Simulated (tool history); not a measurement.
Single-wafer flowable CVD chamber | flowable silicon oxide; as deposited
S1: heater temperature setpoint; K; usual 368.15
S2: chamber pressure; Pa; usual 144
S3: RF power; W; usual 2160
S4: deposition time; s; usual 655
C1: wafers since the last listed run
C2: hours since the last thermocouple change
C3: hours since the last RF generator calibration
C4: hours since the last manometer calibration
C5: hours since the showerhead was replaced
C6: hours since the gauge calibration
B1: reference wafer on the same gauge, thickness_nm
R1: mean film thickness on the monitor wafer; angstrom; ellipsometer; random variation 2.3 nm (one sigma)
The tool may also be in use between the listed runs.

run 1 day=0 | S1=368.15 S2=144 S3=2160 S4=655 | C1=0 C2=2424.1 C3=2095 C4=947.2 C5=3533.5 C6=96.1 | B1=672.407 | R1=5531.4
run 2 day=0.258 | S1=380.15 S2=144 S3=2160 S4=655 | C1=26 C2=2430.3 C3=2101.2 C4=953.4 C5=3539.7 C6=102.3 | B1=673.436 | R1=3908.61
run 3 day=0.542 | S1=368.15 S2=144 S3=2160 S4=655 | C1=29 C2=2437.1 C3=2108 C4=960.2 C5=3546.5 C6=109.1 | B1=672.992 | R1=5530.14
run 4 day=0.838 | S1=368.15 S2=144 S3=2160 S4=655 | C1=30 C2=2444.2 C3=2115.1 C4=967.3 C5=3553.6 C6=116.2 | B1=673.019 | R1=5495.82
run 5 day=1.138 | S1=368.15 S2=144 S3=2160 S4=655 | C1=31 C2=2451.4 C3=2122.3 C4=974.5 C5=3560.8 C6=123.4 | B1=672.884 | R1=5510.17
-- day=1.179 gauge calibrated
run 6 day=1.792 | S1=368.15 S2=144 S3=2160 S4=655 | C1=67 C2=2467.1 C3=2138 C4=990.2 C5=3576.5 C6=14.7 | B1=672.194 | R1=5518.28
run 7 day=2.192 | S1=368.15 S2=144 S3=2160 S4=655 | C1=41 C2=2476.7 C3=2147.6 C4=999.8 C5=3586.1 C6=24.3 | B1=672.873 | R1=5496.64
run 8 day=2.562 | S1=368.15 S2=144 S3=2160 S4=655 | C1=38 C2=2485.6 C3=2156.5 C4=1008.7 C5=3595 C6=33.2 | B1=673.193 | R1=5506.23
-- day=2.933 thermocouple changed; heater temperature recalibrated
run 9 day=2.954 | S1=368.15 S2=144 S3=2160 S4=655 | C1=6 C2=0.5 C3=2165.9 C4=1018.1 C5=3604.4 C6=42.6 | B1=672.875 | R1=6702.98
run 10 day=3.254 | S1=368.15 S2=144 S3=2160 S4=655 | C1=31 C2=7.7 C3=2173.1 C4=1025.3 C5=3611.6 C6=49.8 | B1=673.112 | R1=6690.77
run 11 day=3.592 | S1=368.15 S2=144 S3=2160 S4=655 | C1=34 C2=15.8 C3=2181.2 C4=1033.4 C5=3619.7 C6=57.9 | B1=672.913 | R1=6726.02
-- day=4.438 capacitance manometer re-zeroed and calibrated
run 12 day=4.458 | S1=375.15 S2=117 S3=1950 S4=726 | C1=55 C2=36.6 C3=2202 C4=0.5 C5=3640.5 C6=78.7 | B1=672.724 | R1=4407.09
run 13 day=4.979 | S1=368.15 S2=161 S3=2160 S4=601 | C1=53 C2=49.1 C3=2214.5 C4=13 C5=3653 C6=91.2 | B1=673.68 | R1=6461.01
-- day=5.438 RF generator calibrated
run 14 day=5.458 | S1=378.15 S2=144 S3=1970 S4=562 | C1=15 C2=60.6 C3=0.5 C4=24.5 C5=3664.5 C6=102.7 | B1=672.996 | R1=3873.39
run 15 day=5.692 | S1=368.15 S2=157 S3=2320 S4=655 | C1=24 C2=66.2 C3=6.1 C4=30.1 C5=3670.1 C6=108.3 | B1=673.205 | R1=7024.8
run 16 day=6.004 | S1=368.15 S2=144 S3=2160 S4=655 | C1=32 C2=73.7 C3=13.6 C4=37.6 C5=3677.6 C6=115.8 | B1=673.091 | R1=6324.07
run 17 day=6.358 | S1=368.15 S2=112 S3=2160 S4=655 | C1=36 C2=82.2 C3=22.1 C4=46.1 C5=3686.1 C6=124.3 | B1=672.821 | R1=4817.54
-- day=6.792 showerhead replaced
run 18 day=6.921 | S1=354.15 S2=135 S3=2470 S4=539 | C1=23 C2=95.7 C3=35.6 C4=59.6 C5=3.1 C6=137.8 | B1=672.854 | R1=7404.57

The next listed run, before its measurement:
-- day=7.179 gauge calibrated
run 19 day=7.367 | S1=368.15 S2=163 S3=2005 S4=588 | C1=46 C2=106.4 C3=46.3 C4=70.3 C5=13.8 C6=4.5 | B1=? | R1=?

B1: 673.24
R1: 6320.45 angstrom
Without the tool's hidden state the same run would have given R1 6513.26 angstrom.
